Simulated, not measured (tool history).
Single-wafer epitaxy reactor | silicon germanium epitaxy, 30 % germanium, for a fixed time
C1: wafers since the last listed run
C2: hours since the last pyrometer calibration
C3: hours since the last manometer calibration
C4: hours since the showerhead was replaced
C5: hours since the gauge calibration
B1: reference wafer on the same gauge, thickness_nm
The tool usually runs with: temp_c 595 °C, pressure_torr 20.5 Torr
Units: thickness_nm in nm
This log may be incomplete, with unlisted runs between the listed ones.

run 1 day=0 | temp_c=595 pressure_torr=20.5 | C1=0 C2=2153.7 C3=1292.1 C4=2831.6 C5=299.2 | B1=48.922 | thickness_nm=60.981
run 2 day=0.917 | temp_c=595 pressure_torr=20.5 | C1=338 C2=2175.7 C3=1314.1 C4=2853.6 C5=321.2 | B1=48.872 | thickness_nm=61.277
run 3 day=2.138 | temp_c=595 pressure_torr=20.5 | C1=450 C2=2205 C3=1343.4 C4=2882.9 C5=350.5 | B1=48.947 | thickness_nm=61.634
run 4 day=3.354 | temp_c=595 pressure_torr=20.5 | C1=448 C2=2234.2 C3=1372.6 C4=2912.1 C5=379.7 | B1=48.899 | thickness_nm=61.653
run 5 day=3.883 | temp_c=595 pressure_torr=20.5 | C1=195 C2=2246.9 C3=1385.3 C4=2924.8 C5=392.4 | B1=48.897 | thickness_nm=61.756
run 6 day=7.475 | temp_c=595 pressure_torr=16.8 | C1=1325 C2=2333.1 C3=1471.5 C4=3011 C5=478.6 | B1=48.928 | thickness_nm=57.744
run 7 day=8.154 | temp_c=595 pressure_torr=16.8 | C1=250 C2=2349.4 C3=1487.8 C4=3027.3 C5=494.9 | B1=48.917 | thickness_nm=58.033
-- day=9.617 gauge calibrated
run 8 day=12.512 | temp_c=595 pressure_torr=16.8 | C1=1608 C2=2454 C3=1592.4 C4=3131.9 C5=69.5 | B1=48.854 | thickness_nm=58.464
run 9 day=13.438 | temp_c=598 pressure_torr=17.1 | C1=341 C2=2476.2 C3=1614.6 C4=3154.1 C5=91.7 | B1=48.873 | thickness_nm=63.26
run 10 day=14.292 | temp_c=595 pressure_torr=20.5 | C1=315 C2=2496.7 C3=1635.1 C4=3174.6 C5=112.2 | B1=48.917 | thickness_nm=63.046
run 11 day=14.854 | temp_c=595 pressure_torr=20.5 | C1=207 C2=2510.2 C3=1648.6 C4=3188.1 C5=125.7 | B1=48.887 | thickness_nm=63.349
-- day=15.654 pyrometer calibrated
run 12 day=15.842 | temp_c=595 pressure_torr=20.5 | C1=241 C2=4.5 C3=1672.3 C4=3211.8 C5=149.4 | B1=48.917 | thickness_nm=56.805
run 13 day=16.483 | temp_c=609 pressure_torr=24 | C1=236 C2=19.9 C3=1687.7 C4=3227.2 C5=164.8 | B1=48.924 | thickness_nm=80.498
run 14 day=17.767 | temp_c=588 pressure_torr=23.6 | C1=473 C2=50.7 C3=1718.5 C4=3258 C5=195.6 | B1=48.928 | thickness_nm=51.738
run 15 day=19.771 | temp_c=595 pressure_torr=20.5 | C1=739 C2=98.8 C3=1766.6 C4=3306.1 C5=243.7 | B1=48.91 | thickness_nm=56.917
-- day=20.475 capacitance manometer re-zeroed and calibrated
run 16 day=20.712 | temp_c=595 pressure_torr=20.5 | C1=224 C2=121.4 C3=5.7 C4=3328.7 C5=266.3 | B1=48.901 | thickness_nm=55.228
run 17 day=21.479 | temp_c=587 pressure_torr=16.7 | C1=282 C2=139.8 C3=24.1 C4=3347.1 C5=284.7 | B1=48.93 | thickness_nm=43.091
run 18 day=22.112 | temp_c=595 pressure_torr=15.8 | C1=233 C2=155 C3=39.3 C4=3362.3 C5=299.9 | B1=48.914 | thickness_nm=50.264
-- day=23.083 showerhead replaced
run 19 day=23.183 | temp_c=595 pressure_torr=20.5 | C1=272 C2=180.7 C3=65 C4=2.4 C5=325.6 | B1=48.918 | thickness_nm=54.861
run 20 day=24.096 | temp_c=587 pressure_torr=17.9 | C1=336 C2=202.6 C3=86.9 C4=24.3 C5=347.5 | B1=48.855 | thickness_nm=44.359
run 21 day=25.004 | temp_c=595 pressure_torr=17.6 | C1=335 C2=224.4 C3=108.7 C4=46.1 C5=369.3 | B1=48.91 | thickness_nm=52.162
run 22 day=26.5 | temp_c=587 pressure_torr=17.9 | C1=551 C2=260.3 C3=144.6 C4=82 C5=405.2 | B1=48.906 | thickness_nm=44.245
run 23 day=27.554 | temp_c=587 pressure_torr=17.3 | C1=389 C2=285.6 C3=169.9 C4=107.3 C5=430.5 | B1=48.828 | thickness_nm=43.911
run 24 day=28.683 | temp_c=595 pressure_torr=19.2 | C1=416 C2=312.7 C3=197 C4=134.4 C5=457.6 | B1=48.964 | thickness_nm=53.962
run 25 day=29.629 | temp_c=595 pressure_torr=19.2 | C1=349 C2=335.4 C3=219.7 C4=157.1 C5=480.3 | B1=48.915 | thickness_nm=53.928

How would selected steps in thickness_nm from run to run divide? Give the signed amount a tool lacking its hidden state would still show from settings, what came in and random variation, and the signed amount left for the hidden state, including any gauge scatter that is not in both of the compared results.
Hidden state at play: wafer temperature above the value expected at the setpoint (K); true pressure above the setpoint (%); gauge reads high (%).
Run 11 -> 12: pyrometer calibrated. thickness_nm -6.544 nm: hidden state -6.486, all else -0.058.
Run 12 -> 13: temp_c 595 -> 609, pressure_torr 20.5 -> 24. thickness_nm +23.693 nm: hidden state +0.55, all else +23.143.
Run 13 -> 14: temp_c 609 -> 588, pressure_torr 24 -> 23.6. thickness_nm -28.76 nm: hidden state -0.59, all else -28.17.
Run 15 -> 16: capacitance manometer re-zeroed and calibrated. thickness_nm -1.689 nm: hidden state -1.861, all else +0.172.

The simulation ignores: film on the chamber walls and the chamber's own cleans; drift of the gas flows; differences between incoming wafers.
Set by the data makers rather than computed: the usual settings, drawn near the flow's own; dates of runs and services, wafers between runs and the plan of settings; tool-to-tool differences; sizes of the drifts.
